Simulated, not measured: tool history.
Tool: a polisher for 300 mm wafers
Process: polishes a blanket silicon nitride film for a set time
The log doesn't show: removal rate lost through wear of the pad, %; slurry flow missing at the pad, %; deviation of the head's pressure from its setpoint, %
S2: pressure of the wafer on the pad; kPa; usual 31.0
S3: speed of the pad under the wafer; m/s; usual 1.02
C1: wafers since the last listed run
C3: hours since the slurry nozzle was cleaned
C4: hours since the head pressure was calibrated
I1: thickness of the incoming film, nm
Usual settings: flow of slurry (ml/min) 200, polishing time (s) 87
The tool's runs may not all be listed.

Run 1, hour 0.0: usual settings; C1 0; wafers polished on this pad 123; C3 468.1; C4 919.6; I1 783.7. Result: film removed (angstrom) 2405.
Run 2, hour 16.7: usual settings; C1 176; wafers polished on this pad 299; C3 484.8; C4 936.3; I1 775.5. Result: film removed (angstrom) 2401.
Run 3, hour 30.8: usual settings but flow of slurry (ml/min) 160; C1 148; wafers polished on this pad 448; C3 498.9; C4 950.4; I1 783.1. Result: film removed (angstrom) 2319.
Run 4, hour 41.0: usual settings but flow of slurry (ml/min) 160; C1 107; wafers polished on this pad 555; C3 509.1; C4 960.6; I1 784.3. Result: film removed (angstrom) 2277.
Run 5, hour 55.3: usual settings; C1 150; wafers polished on this pad 706; C3 523.4; C4 974.9; I1 790.1. Result: film removed (angstrom) 2415.
At hour 61.9: worn pad replaced by a new one.
Run 6, hour 72.1: usual settings but S3 0.76 m/s; C1 134; wafers polished on this pad 107; C3 540.2; C4 991.7; I1 764.0. Result: film removed (angstrom) 1911.
Run 7, hour 84.7: usual settings but S2 38.6 kPa; C1 132; wafers polished on this pad 240; C3 552.8; C4 1004.3; I1 793.7. Result: film removed (angstrom) 2948.
At hour 87.6: head pressure recalibrated.
Run 8, hour 95.4: usual settings; C1 91; wafers polished on this pad 332; C3 563.5; C4 7.8; I1 783.2. Result: film removed (angstrom) 2400.
Run 9, hour 109.6: usual settings; C1 149; wafers polished on this pad 481; C3 577.7; C4 22.0; I1 779.3. Result: film removed (angstrom) 2420.
At hour 115.4: slurry nozzle cleaned.
Run 10, hour 122.7: usual settings but S2 35.9 kPa, polishing time (s) 69; C1 127; wafers polished on this pad 609; C3 7.3; C4 35.1; I1 776.7. Result: film removed (angstrom) 2153.
At hour 126.9: worn pad replaced by a new one.
Run 11, hour 134.3: usual settings but S2 35.2 kPa; C1 80; wafers polished on this pad 78; C3 18.9; C4 46.7; I1 793.8. Result: film removed (angstrom) 2760.
Run 12, hour 147.8: usual settings but flow of slurry (ml/min) 230, S2 39.3 kPa, S3 1.24 m/s; C1 142; wafers polished on this pad 220; C3 32.4; C4 60.2; I1 781.2. Result: film removed (angstrom) 3545.
Run 13, hour 154.4: usual settings but S2 35.2 kPa; C1 69; wafers polished on this pad 290; C3 39.0; C4 66.8; I1 765.3. Result: film removed (angstrom) 2726.
Run 14, hour 165.6: usual settings but S2 28.3 kPa; C1 118; wafers polished on this pad 408; C3 50.2; C4 78.0; I1 786.5. Result: film removed (angstrom) 2182.
Run 15, hour 177.7: usual settings but S3 0.66 m/s; C1 127; wafers polished on this pad 535; C3 62.3; C4 90.1; I1 784.8. Result: film removed (angstrom) 1788.

4 ways to go on from here, each from the tool as it stands after run 15. What would each give?
Run A, hour 178.1: usual settings; C1 4; wafers polished on this pad 539; C3 62.7; C4 90.5; I1 765.6. Result: film removed (angstrom) ?.
Run B, hour 178.1: usual settings but flow of slurry (ml/min) 135; C1 4; wafers polished on this pad 539; C3 62.7; C4 90.5; I1 765.6. Result: film removed (angstrom) ?.
Run C, hour 178.1: usual settings but S2 25.5 kPa; C1 4; wafers polished on this pad 539; C3 62.7; C4 90.5; I1 765.6. Result: film removed (angstrom) ?.
Run D, hour 178.1: usual settings but flow of slurry (ml/min) 235; C1 4; wafers polished on this pad 539; C3 62.7; C4 90.5; I1 765.6. Result: film removed (angstrom) ?.

run  film removed (angstrom)
  A                     2390
  B                     2223
  C                     1965
  D                     2441
Without the tool's hidden state the same runs would have given:
run  film removed (angstrom)
  A                     2390
  B                     2223
  C                     1965
  D                     2441
